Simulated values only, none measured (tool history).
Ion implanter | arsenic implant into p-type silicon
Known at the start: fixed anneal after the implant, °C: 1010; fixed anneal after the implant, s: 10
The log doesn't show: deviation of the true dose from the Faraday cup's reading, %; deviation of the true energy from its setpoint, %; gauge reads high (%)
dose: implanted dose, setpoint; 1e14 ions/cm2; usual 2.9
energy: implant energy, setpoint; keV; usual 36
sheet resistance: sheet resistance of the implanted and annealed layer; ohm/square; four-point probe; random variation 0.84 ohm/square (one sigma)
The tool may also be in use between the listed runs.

run	day	dose	energy	wafers since the last listed run	hours since the last dose calibration	hours since the extraction supply was calibrated	hours since the gauge calibration	read-back reference wafer on the same gauge, sheet resistance	sheet resistance
1	0	2.9	36	0	1176.6	4466.6	38	247.96	281.38
2	0.638	2.9	36	585	1191.9	4481.9	53.3	247.87	278.71
3	1.967	2.9	36	1220	1223.8	4513.8	85.2	248.09	280.14
4	3.142	2.9	36	1078	1252	4542	113.4	248.1	280.36
5	4.083	2.9	36	864	1274.6	4564.6	136	247.88	279.76
6	4.921	2.54	42.5	768	1294.7	4584.7	156.1	248.16	301.77
7	6.033	2.9	36	1021	1321.4	4611.4	182.8	248.03	279.58
8	6.733	3.37	43	642	1338.2	4628.2	199.6	247.97	243.31
9	8.108	2.9	36	1262	1371.2	4661.2	232.6	248.02	278.74
# day 9.217: Faraday cup replaced and dose calibrated
10	9.496	2.9	45.5	967	6.7	4694.5	265.9	247.95	274.89
# day 10.433: extraction supply calibrated
11	10.496	3.48	29.5	612	30.7	1.5	289.9	248.04	255.45
12	11.267	2.9	33.5	707	49.2	20	308.4	247.99	288.66
13	11.858	2.9	36	543	63.4	34.2	322.6	247.89	283.01
# day 14.55: gauge calibrated
14	14.633	3.69	27	2547	130	100.8	2	247.78	248.79
15	17.029	2.25	36	2199	187.5	158.3	59.5	248.24	340.58
16	18.35	2.25	36	1212	219.2	190	91.2	248.37	341.63
17	19.45	3.71	42	1009	245.6	216.4	117.6	248.1	230.61

The next listed run, before its measurement:
18	20.25	2.9	36	734	264.8	235.6	136.8	?	?

Run 18 gave read-back reference wafer on the same gauge, sheet resistance 247.9, sheet resistance 283.31 ohm/square.
Without the tool's hidden state the same run would have given sheet resistance 285.75 ohm/square.
